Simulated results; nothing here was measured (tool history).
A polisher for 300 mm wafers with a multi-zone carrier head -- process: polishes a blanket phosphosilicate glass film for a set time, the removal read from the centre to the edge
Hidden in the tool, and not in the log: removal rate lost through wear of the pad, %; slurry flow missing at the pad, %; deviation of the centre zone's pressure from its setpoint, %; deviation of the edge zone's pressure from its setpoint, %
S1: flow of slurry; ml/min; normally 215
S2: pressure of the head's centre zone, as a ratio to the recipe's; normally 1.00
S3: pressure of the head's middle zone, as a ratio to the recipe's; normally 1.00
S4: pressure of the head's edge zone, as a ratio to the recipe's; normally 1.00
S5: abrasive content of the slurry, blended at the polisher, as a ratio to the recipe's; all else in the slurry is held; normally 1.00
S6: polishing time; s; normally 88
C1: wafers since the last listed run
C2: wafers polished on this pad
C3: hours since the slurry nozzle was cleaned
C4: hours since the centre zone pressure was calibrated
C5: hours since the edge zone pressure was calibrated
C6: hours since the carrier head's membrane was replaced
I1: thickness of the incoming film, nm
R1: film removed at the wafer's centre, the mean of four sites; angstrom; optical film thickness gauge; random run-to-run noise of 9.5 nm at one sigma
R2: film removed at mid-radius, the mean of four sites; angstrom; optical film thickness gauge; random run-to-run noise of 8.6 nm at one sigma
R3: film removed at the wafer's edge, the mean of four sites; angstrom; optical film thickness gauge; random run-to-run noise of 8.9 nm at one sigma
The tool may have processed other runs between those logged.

{"run": 1, "day": 0.0, "S1": 215, "S2": 1.0, "S3": 1.0, "S4": 1.0, "S5": 0.85, "S6": 88, "C1": 0, "C2": 677, "C3": 563.3, "C4": 252.4, "C5": 730.4, "C6": 531.4, "I1": 2926.2, "R1": 7392, "R2": 7197, "R3": 7373}
{"run": 2, "day": 3.012, "S1": 215, "S2": 1.0, "S3": 1.0, "S4": 1.0, "S5": 1.0, "S6": 88, "C1": 832, "C2": 1509, "C3": 635.6, "C4": 324.7, "C5": 802.7, "C6": 603.7, "I1": 3024.6, "R1": 7968, "R2": 7743, "R3": 7888}
{"day": 5.179, "done": "slurry nozzle cleaned"}
{"day": 5.338, "done": "edge zone pressure recalibrated"}
{"run": 3, "day": 6.917, "S1": 215, "S2": 1.0, "S3": 1.0, "S4": 1.0, "S5": 1.0, "S6": 88, "C1": 1044, "C2": 2554, "C3": 41.7, "C4": 418.4, "C5": 37.9, "C6": 697.4, "I1": 3015.7, "R1": 7842, "R2": 7948, "R3": 7891}
{"run": 4, "day": 10.25, "S1": 215, "S2": 1.0, "S3": 1.0, "S4": 1.12, "S5": 1.0, "S6": 103, "C1": 921, "C2": 3475, "C3": 121.7, "C4": 498.4, "C5": 117.9, "C6": 777.4, "I1": 2968.8, "R1": 9104, "R2": 9132, "R3": 9743}
{"run": 5, "day": 12.883, "S1": 215, "S2": 1.0, "S3": 1.0, "S4": 0.96, "S5": 1.0, "S6": 88, "C1": 727, "C2": 4203, "C3": 184.9, "C4": 561.6, "C5": 181.1, "C6": 840.6, "I1": 2965.1, "R1": 7670, "R2": 7749, "R3": 7833}
{"run": 6, "day": 16.7, "S1": 215, "S2": 1.0, "S3": 1.0, "S4": 1.0, "S5": 1.0, "S6": 88, "C1": 1054, "C2": 5257, "C3": 276.5, "C4": 653.2, "C5": 272.7, "C6": 932.2, "I1": 3005.7, "R1": 7417, "R2": 7928, "R3": 7911}
{"day": 19.238, "done": "centre zone pressure recalibrated"}
{"run": 7, "day": 21.142, "S1": 215, "S2": 0.93, "S3": 1.0, "S4": 0.9, "S5": 1.1, "S6": 88, "C1": 1204, "C2": 6462, "C3": 383.1, "C4": 45.7, "C5": 379.3, "C6": 1038.8, "I1": 2969.3, "R1": 7617, "R2": 8245, "R3": 7867}
{"run": 8, "day": 24.688, "S1": 140, "S2": 1.0, "S3": 1.0, "S4": 1.0, "S5": 1.0, "S6": 58, "C1": 979, "C2": 7442, "C3": 468.2, "C4": 130.8, "C5": 464.4, "C6": 1123.9, "I1": 2897.6, "R1": 4789, "R2": 4825, "R3": 5019}
{"day": 28.442, "done": "carrier head's membrane replaced by a new one"}
{"day": 28.742, "done": "worn pad replaced by a new one"}
{"run": 9, "day": 28.762, "S1": 215, "S2": 1.0, "S3": 1.0, "S4": 1.0, "S5": 1.0, "S6": 88, "C1": 1022, "C2": 5, "C3": 566.0, "C4": 228.6, "C5": 562.2, "C6": 7.7, "I1": 2957.5, "R1": 7964, "R2": 8014, "R3": 7935}
{"run": 10, "day": 33.208, "S1": 215, "S2": 1.0, "S3": 1.07, "S4": 1.0, "S5": 1.0, "S6": 88, "C1": 1228, "C2": 1234, "C3": 672.7, "C4": 335.3, "C5": 668.9, "C6": 114.4, "I1": 2964.1, "R1": 7865, "R2": 8283, "R3": 8056}
{"day": 35.692, "done": "edge zone pressure recalibrated"}
{"run": 11, "day": 36.421, "S1": 245, "S2": 1.0, "S3": 1.0, "S4": 1.11, "S5": 0.85, "S6": 88, "C1": 864, "C2": 2098, "C3": 749.8, "C4": 412.4, "C5": 17.5, "C6": 191.5, "I1": 2925.7, "R1": 7279, "R2": 7258, "R3": 7671}
{"run": 12, "day": 38.017, "S1": 260, "S2": 1.1, "S3": 1.0, "S4": 0.93, "S5": 1.2, "S6": 88, "C1": 441, "C2": 2539, "C3": 788.1, "C4": 450.7, "C5": 55.8, "C6": 229.8, "I1": 2970.8, "R1": 9530, "R2": 8625, "R3": 8515}
{"day": 42.212, "done": "slurry nozzle cleaned"}
{"run": 13, "day": 46.188, "S1": 215, "S2": 0.93, "S3": 0.95, "S4": 1.0, "S5": 0.85, "S6": 107, "C1": 2246, "C2": 4786, "C3": 95.4, "C4": 646.8, "C5": 251.9, "C6": 425.9, "I1": 2997.6, "R1": 7496, "R2": 8424, "R3": 8982}
{"run": 14, "day": 49.65, "S1": 215, "S2": 1.0, "S3": 1.0, "S4": 1.0, "S5": 1.0, "S6": 88, "C1": 956, "C2": 5743, "C3": 178.5, "C4": 729.9, "C5": 335.0, "C6": 509.0, "I1": 3000.9, "R1": 7013, "R2": 7730, "R3": 7995}
{"day": 50.196, "done": "centre zone pressure recalibrated"}
{"run": 15, "day": 51.467, "S1": 215, "S2": 0.91, "S3": 1.0, "S4": 1.0, "S5": 1.0, "S6": 88, "C1": 479, "C2": 6222, "C3": 222.1, "C4": 30.5, "C5": 378.6, "C6": 552.6, "I1": 2964.5, "R1": 7098, "R2": 7815, "R3": 7958}
{"run": 16, "day": 53.892, "S1": 215, "S2": 1.0, "S3": 1.0, "S4": 1.0, "S5": 1.0, "S6": 88, "C1": 670, "C2": 6892, "C3": 280.3, "C4": 88.7, "C5": 436.8, "C6": 610.8, "I1": 2970.0, "R1": 7941, "R2": 7799, "R3": 7905}
{"run": 17, "day": 57.008, "S1": 215, "S2": 0.94, "S3": 1.0, "S4": 1.0, "S5": 1.2, "S6": 88, "C1": 861, "C2": 7754, "C3": 355.1, "C4": 163.5, "C5": 511.6, "C6": 685.6, "I1": 2967.7, "R1": 8126, "R2": 8721, "R3": 8659}
{"run": 18, "day": 59.296, "S1": 215, "S2": 1.12, "S3": 1.0, "S4": 1.0, "S5": 1.0, "S6": 88, "C1": 632, "C2": 8386, "C3": 410.0, "C4": 218.4, "C5": 566.5, "C6": 740.5, "I1": 2978.5, "R1": 8791, "R2": 7800, "R3": 7863}
{"run": 19, "day": 61.938, "S1": 215, "S2": 0.94, "S3": 1.0, "S4": 1.0, "S5": 1.2, "S6": 88, "C1": 730, "C2": 9116, "C3": 473.4, "C4": 281.8, "C5": 629.9, "C6": 803.9, "I1": 2979.3, "R1": 7970, "R2": 8576, "R3": 8629}
{"day": 62.875, "done": "worn pad replaced by a new one"}
{"run": 20, "day": 64.479, "S1": 150, "S2": 1.0, "S3": 1.08, "S4": 1.0, "S5": 0.7, "S6": 80, "C1": 656, "C2": 442, "C3": 534.4, "C4": 342.8, "C5": 690.9, "C6": 864.9, "I1": 2905.5, "R1": 5300, "R2": 5667, "R3": 5565}
{"day": 66.146, "done": "edge zone pressure recalibrated"}
{"run": 21, "day": 68.933, "S1": 215, "S2": 1.0, "S3": 1.07, "S4": 1.0, "S5": 1.0, "S6": 88, "C1": 1207, "C2": 1650, "C3": 641.3, "C4": 449.7, "C5": 66.9, "C6": 971.8, "I1": 2945.2, "R1": 7618, "R2": 8078, "R3": 7959}
{"run": 22, "day": 70.804, "S1": 215, "S2": 1.0, "S3": 1.0, "S4": 0.91, "S5": 1.0, "S6": 88, "C1": 517, "C2": 2167, "C3": 686.2, "C4": 494.6, "C5": 111.8, "C6": 1016.7, "I1": 2909.6, "R1": 7574, "R2": 7877, "R3": 7552}

3 ways to go on from here, each from the tool as it stands after run 22. What would each give?
{"run": "A", "day": 70.821, "S1": 215, "S2": 1.0, "S3": 1.0, "S4": 1.0, "S5": 1.1, "S6": 88, "C1": 4, "C2": 2172, "C3": 686.6, "C4": 495.0, "C5": 112.2, "C6": 1017.1, "I1": 2983.0, "R1": "?", "R2": "?", "R3": "?"}
{"run": "B", "day": 70.821, "S1": 215, "S2": 1.1, "S3": 1.0, "S4": 1.0, "S5": 1.0, "S6": 88, "C1": 4, "C2": 2172, "C3": 686.6, "C4": 495.0, "C5": 112.2, "C6": 1017.1, "I1": 2983.0, "R1": "?", "R2": "?", "R3": "?"}
{"run": "C", "day": 70.821, "S1": 215, "S2": 0.92, "S3": 1.1, "S4": 1.0, "S5": 0.8, "S6": 64, "C1": 4, "C2": 2172, "C3": 686.6, "C4": 495.0, "C5": 112.2, "C6": 1017.1, "I1": 2983.0, "R1": "?", "R2": "?", "R3": "?"}

run=A R1=7906 R2=8171 R3=8331
run=B R1=8301 R2=7786 R3=7943
run=C R1=4442 R2=5326 R3=5085
Take away the tool's hidden state, keep each run's random variation, and the runs would have read:
run=A R1=8343 R2=8169 R3=8331
run=B R1=8755 R2=7784 R3=7943
run=C R1=4689 R2=5324 R3=5085

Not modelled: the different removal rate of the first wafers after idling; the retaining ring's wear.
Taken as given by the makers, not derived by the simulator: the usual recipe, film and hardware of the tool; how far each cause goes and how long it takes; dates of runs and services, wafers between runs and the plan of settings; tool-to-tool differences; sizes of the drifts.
